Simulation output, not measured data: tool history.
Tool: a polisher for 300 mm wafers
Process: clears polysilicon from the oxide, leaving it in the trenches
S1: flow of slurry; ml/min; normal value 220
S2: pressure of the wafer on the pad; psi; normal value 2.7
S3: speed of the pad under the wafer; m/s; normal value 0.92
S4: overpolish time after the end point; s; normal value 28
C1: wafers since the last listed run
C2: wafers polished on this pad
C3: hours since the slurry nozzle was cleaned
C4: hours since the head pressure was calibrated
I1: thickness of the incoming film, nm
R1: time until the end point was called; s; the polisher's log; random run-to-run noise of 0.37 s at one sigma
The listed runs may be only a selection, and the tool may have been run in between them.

| run | hour | S1 | S2 | S3 | S4 | C1 | C2 | C3 | C4 | I1 | R1 |
|---|---|---|---|---|---|---|---|---|---|---|---|
| 1 | 0 | 220 | 2.7 | 1.04 | 28 | 0 | 1439 | 370.9 | 357.7 | 355.6 | 23.7 |
|  | 30.4 | worn pad replaced by a new one |
| 2 | 46.5 | 220 | 2.7 | 0.84 | 37 | 284 | 107 | 417.4 | 404.2 | 354.9 | 27.6 |
|  | 95.2 | slurry nozzle cleaned |
| 3 | 112.8 | 220 | 2.7 | 0.84 | 37 | 436 | 544 | 17.6 | 470.5 | 351.2 | 27.6 |
| 4 | 145.7 | 220 | 2.7 | 0.84 | 37 | 220 | 764 | 50.5 | 503.4 | 342.1 | 26.9 |
|  | 175.7 | head pressure recalibrated |
| 5 | 209.1 | 220 | 2.7 | 0.92 | 28 | 410 | 1175 | 113.9 | 33.4 | 350.9 | 25.7 |
| 6 | 234.2 | 220 | 2 | 0.92 | 28 | 167 | 1343 | 139 | 58.5 | 349.8 | 30.1 |
|  | 289.7 | worn pad replaced by a new one |
| 7 | 433.3 | 220 | 2 | 0.92 | 28 | 1305 | 961 | 338.1 | 257.6 | 355.8 | 31.3 |
| 8 | 500.8 | 220 | 2 | 0.92 | 28 | 451 | 1412 | 405.6 | 325.1 | 349.3 | 31.6 |
|  | 528 | worn pad replaced by a new one |
| 9 | 562.5 | 220 | 2.7 | 1 | 28 | 386 | 230 | 467.3 | 386.8 | 346 | 23.5 |
| 10 | 629 | 220 | 2.7 | 1 | 28 | 444 | 675 | 533.8 | 453.3 | 353.4 | 24 |
| 11 | 686.6 | 220 | 2.7 | 1 | 28 | 385 | 1060 | 591.4 | 510.9 | 350.3 | 24.2 |
|  | 717.9 | slurry nozzle cleaned |
| 12 | 718.4 | 180 | 2.3 | 0.66 | 42 | 206 | 1267 | 0.5 | 542.7 | 351.4 | 36.4 |
| 13 | 753.2 | 255 | 2.7 | 0.64 | 28 | 232 | 1499 | 35.3 | 577.5 | 348.7 | 31.3 |
| 14 | 792.2 | 160 | 2.7 | 0.92 | 28 | 260 | 1760 | 74.3 | 616.5 | 346.6 | 25.8 |
|  | 803.3 | worn pad replaced by a new one |
| 15 | 822 | 220 | 2.7 | 0.92 | 28 | 172 | 125 | 104.1 | 646.3 | 351.9 | 25.4 |
|  | 840 | head pressure recalibrated |
| 16 | 867.5 | 170 | 2.7 | 0.92 | 28 | 291 | 416 | 149.6 | 27.5 | 355.8 | 26.8 |
| 17 | 931.3 | 220 | 2 | 0.92 | 28 | 426 | 843 | 213.4 | 91.3 | 353.8 | 30.9 |
| 18 | 966.3 | 220 | 2.7 | 0.8 | 28 | 234 | 1077 | 248.4 | 126.3 | 344.2 | 27.4 |
| 19 | 1013.1 | 220 | 2.7 | 0.76 | 21 | 313 | 1390 | 295.2 | 173.1 | 347.2 | 28.9 |

Forecast run 20:
|  | 1076.1 | worn pad replaced by a new one |
| 20 | 1226.5 | 220 | 3 | 0.92 | 28 | 1401 | 1006 | 508.6 | 386.5 | 349.6 | ? |

R1: 24 s
Had the tool carried no hidden state, the very same run would have given R1 24 s.
